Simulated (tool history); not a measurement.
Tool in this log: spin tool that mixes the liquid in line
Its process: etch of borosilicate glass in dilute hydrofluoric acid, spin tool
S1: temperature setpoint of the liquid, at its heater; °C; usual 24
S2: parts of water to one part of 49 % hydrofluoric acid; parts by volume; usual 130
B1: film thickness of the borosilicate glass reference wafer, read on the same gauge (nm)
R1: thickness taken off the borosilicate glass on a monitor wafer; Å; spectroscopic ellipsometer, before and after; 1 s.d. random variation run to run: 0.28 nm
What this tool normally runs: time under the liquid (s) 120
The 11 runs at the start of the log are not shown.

Run 12, hour 156.1: usual settings but time under the liquid (s) 170; B1 50.01. Result: R1 436.6 Å.
Run 13, hour 165.4: usual settings but S1 22.5 °C, S2 180 parts by volume, time under the liquid (s) 55; B1 50. Result: R1 90.4 Å.
Run 14, hour 181: usual settings but time under the liquid (s) 55; B1 49.99. Result: R1 140.5 Å.
Run 15, hour 193.2: usual settings but S1 21 °C, time under the liquid (s) 65; B1 49.99. Result: R1 147.9 Å.
Run 16, hour 210.1: usual settings but time under the liquid (s) 80; B1 50. Result: R1 208.8 Å.
Run 17, hour 216.9: usual settings but S1 20.5 °C; B1 49.99. Result: R1 270.3 Å.
Run 18, hour 234.4: usual settings but S1 19.5 °C, S2 195 parts by volume; B1 50.01. Result: R1 163.3 Å.
Run 19, hour 245: usual settings but S1 21.5 °C, S2 95 parts by volume, time under the liquid (s) 145; B1 49.99. Result: R1 480.8 Å.
Run 20, hour 257.2: usual settings; B1 50. Result: R1 309.7 Å.
Run 21, hour 267.4: usual settings but S1 26.5 °C, S2 180 parts by volume, time under the liquid (s) 100; B1 49.99. Result: R1 194 Å.
Run 22, hour 281.1: usual settings but time under the liquid (s) 60; B1 49.99. Result: R1 157.2 Å.
Run 23, hour 297.9: usual settings; B1 50. Result: R1 310.2 Å.
Run 24, hour 307: usual settings; B1 49.99. Result: R1 306.4 Å.
Run 25, hour 316.6: usual settings but S1 27 °C; B1 50.02. Result: R1 350.5 Å.
Run 26, hour 325.7: usual settings but S2 160 parts by volume, time under the liquid (s) 60; B1 50.01. Result: R1 125.1 Å.
Run 27, hour 333.1: usual settings but S1 21.5 °C, S2 110 parts by volume, time under the liquid (s) 100; B1 50. Result: R1 287.6 Å.
Run 28, hour 344.4: usual settings but S1 27 °C, S2 190 parts by volume, time under the liquid (s) 145; B1 50.01. Result: R1 269.5 Å.
Run 29, hour 352.6: usual settings but S2 180 parts by volume, time under the liquid (s) 165; B1 50.01. Result: R1 301.8 Å.
Run 30, hour 363.6: usual settings but time under the liquid (s) 140; B1 49.99. Result: R1 366.7 Å.
Run 31, hour 378.8: usual settings but S2 95 parts by volume, time under the liquid (s) 175; B1 50. Result: R1 649.7 Å.
Run 32, hour 390.1: usual settings but S1 20.5 °C, S2 170 parts by volume; B1 50. Result: R1 197.1 Å.
Run 33, hour 401.3: usual settings; B1 50.02. Result: R1 317 Å.
Run 34, hour 415.8: usual settings but S1 27.5 °C, time under the liquid (s) 150; B1 49.99. Result: R1 453.1 Å.

Forecast each of these 3 alternatives for the next run:
Run A, hour 416.2: usual settings but S2 80 parts by volume; B1 ?. Result: R1 ?.
Run B, hour 416.2: usual settings but S1 29 °C, S2 150 parts by volume; B1 ?. Result: R1 ?.
Run C, hour 416.2: usual settings but S2 190 parts by volume, time under the liquid (s) 155; B1 ?. Result: R1 ?.

run     B1     R1
  A  49.99  547.5
  B  49.99  324.7
  C  49.99    263
What these runs would have given with no unlogged condition in the tool:
run     R1
  A  521.5
  B  308.1
  C  249.4

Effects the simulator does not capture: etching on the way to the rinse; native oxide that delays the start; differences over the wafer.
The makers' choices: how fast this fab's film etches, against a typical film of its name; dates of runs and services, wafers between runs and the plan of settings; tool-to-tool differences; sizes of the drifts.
